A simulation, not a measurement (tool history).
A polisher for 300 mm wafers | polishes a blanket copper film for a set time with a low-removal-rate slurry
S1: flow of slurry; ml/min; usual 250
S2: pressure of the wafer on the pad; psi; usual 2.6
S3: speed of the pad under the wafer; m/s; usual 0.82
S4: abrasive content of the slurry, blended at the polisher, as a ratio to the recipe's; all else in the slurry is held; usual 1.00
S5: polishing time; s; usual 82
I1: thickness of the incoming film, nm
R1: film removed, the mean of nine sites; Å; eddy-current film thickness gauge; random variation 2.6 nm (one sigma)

| run | hour | S1 | S2 | S3 | S4 | S5 | I1 | R1 |
|---|---|---|---|---|---|---|---|---|
| 1 | 0.0 | 250 | 2.6 | 0.82 | 1.20 | 82 | 726.0 | 1717 |
| 2 | 99.1 | 250 | 2.6 | 0.82 | 1.20 | 82 | 741.9 | 1662 |
|  | 127.0 | slurry blender recalibrated |
|  | 164.8 | worn pad replaced by a new one |
| 3 | 186.8 | 250 | 2.6 | 0.82 | 1.20 | 82 | 734.9 | 1725 |
| 4 | 224.2 | 250 | 2.6 | 0.82 | 1.00 | 82 | 716.4 | 1653 |
| 5 | 261.5 | 250 | 2.6 | 0.82 | 1.00 | 82 | 734.2 | 1665 |
| 6 | 359.3 | 250 | 2.6 | 0.90 | 1.00 | 82 | 728.8 | 1751 |
| 7 | 423.9 | 250 | 2.6 | 0.90 | 1.00 | 82 | 726.5 | 1726 |
| 8 | 465.6 | 250 | 2.6 | 0.82 | 1.00 | 82 | 732.5 | 1597 |
|  | 481.5 | slurry nozzle cleaned |
| 9 | 571.9 | 250 | 2.6 | 0.82 | 1.00 | 82 | 744.2 | 1634 |
|  | 644.0 | slurry blender recalibrated |
|  | 663.0 | head pressure recalibrated |
| 10 | 678.6 | 250 | 2.6 | 0.82 | 1.00 | 82 | 719.3 | 1613 |
|  | 717.7 | worn pad replaced by a new one |
| 11 | 718.2 | 250 | 2.6 | 0.82 | 1.00 | 82 | 728.7 | 1760 |
| 12 | 777.4 | 250 | 2.6 | 0.82 | 1.00 | 82 | 740.3 | 1633 |
| 13 | 818.6 | 290 | 2.6 | 0.98 | 1.00 | 82 | 728.6 | 1945 |
| 14 | 921.4 | 250 | 2.1 | 0.82 | 1.00 | 82 | 730.2 | 1419 |
| 15 | 1008.6 | 170 | 2.6 | 1.06 | 0.85 | 82 | 732.3 | 1846 |
| 16 | 1081.3 | 185 | 2.3 | 1.02 | 1.00 | 72 | 724.1 | 1476 |
|  | 1086.6 | slurry nozzle cleaned |
|  | 1133.0 | slurry blender recalibrated |
| 17 | 1172.7 | 200 | 2.6 | 0.82 | 0.70 | 82 | 730.6 | 1499 |
| 18 | 1233.1 | 250 | 2.6 | 1.04 | 1.00 | 57 | 719.4 | 1377 |
| 19 | 1279.6 | 250 | 2.6 | 0.74 | 1.00 | 82 | 743.8 | 1535 |
| 20 | 1332.7 | 250 | 2.6 | 0.82 | 1.00 | 82 | 744.3 | 1611 |
|  | 1339.6 | worn pad replaced by a new one |
| 21 | 1389.1 | 250 | 1.7 | 0.82 | 0.70 | 82 | 730.9 | 1220 |
| 22 | 1481.3 | 250 | 2.6 | 1.00 | 1.00 | 82 | 729.2 | 1922 |
| 23 | 1546.6 | 250 | 2.6 | 0.82 | 1.00 | 82 | 731.0 | 1639 |
| 24 | 1625.6 | 335 | 2.6 | 0.82 | 1.00 | 65 | 722.0 | 1332 |
|  | 1665.2 | slurry blender recalibrated |
|  | 1705.5 | slurry nozzle cleaned |
| 25 | 1706.0 | 250 | 3.3 | 0.82 | 0.80 | 82 | 721.1 | 1799 |
| 26 | 1775.7 | 250 | 2.6 | 0.82 | 1.00 | 82 | 729.4 | 1560 |
|  | 1989.2 | worn pad replaced by a new one |
| 27 | 2001.4 | 250 | 2.6 | 0.82 | 1.00 | 82 | 730.0 | 1703 |
|  | 2100.7 | head pressure recalibrated |
|  | 2184.5 | slurry blender recalibrated |
| 28 | 2247.3 | 225 | 3.2 | 0.82 | 0.75 | 82 | 742.8 | 1751 |
| 29 | 2289.1 | 250 | 2.6 | 0.82 | 1.00 | 104 | 738.8 | 2059 |
| 30 | 2349.5 | 250 | 3.4 | 0.82 | 1.00 | 105 | 731.1 | 2489 |

Hidden state or all else? Some run-to-run changes of R1, split into what the settings, what came in and random variation would give without the hidden state, and what is left for the hidden state (with any gauge scatter that isn't in both results):
The hidden state here: removal rate lost through wear of the pad, %; slurry flow missing at the pad, %; deviation of the head's pressure from its setpoint, %; abrasive missing from the slurry, %.
Run 10 -> 11: worn pad replaced by a new one. R1 +147 Å: hidden state +122, all else +25.
Run 13 -> 14: S1 290 -> 250, S2 2.6 -> 2.1, S3 0.98 -> 0.82. R1 -526 Å: hidden state -10, all else -516.
Run 21 -> 22: S2 1.7 -> 2.6, S3 0.82 -> 1.00, S4 0.70 -> 1.00. R1 +702 Å: hidden state -59, all else +761.
Run 24 -> 25: S1 335 -> 250, S2 2.6 -> 3.3, S4 1.00 -> 0.80, S5 65 -> 82, slurry blender recalibrated, slurry nozzle cleaned. R1 +467 Å: hidden state -41, all else +508.
Run 26 -> 27: worn pad replaced by a new one. R1 +143 Å: hidden state +105, all else +38.
Run 27 -> 28: S1 250 -> 225, S2 2.6 -> 3.2, S4 1.00 -> 0.75, head pressure recalibrated, slurry blender recalibrated. R1 +48 Å: hidden state -84, all else +132.
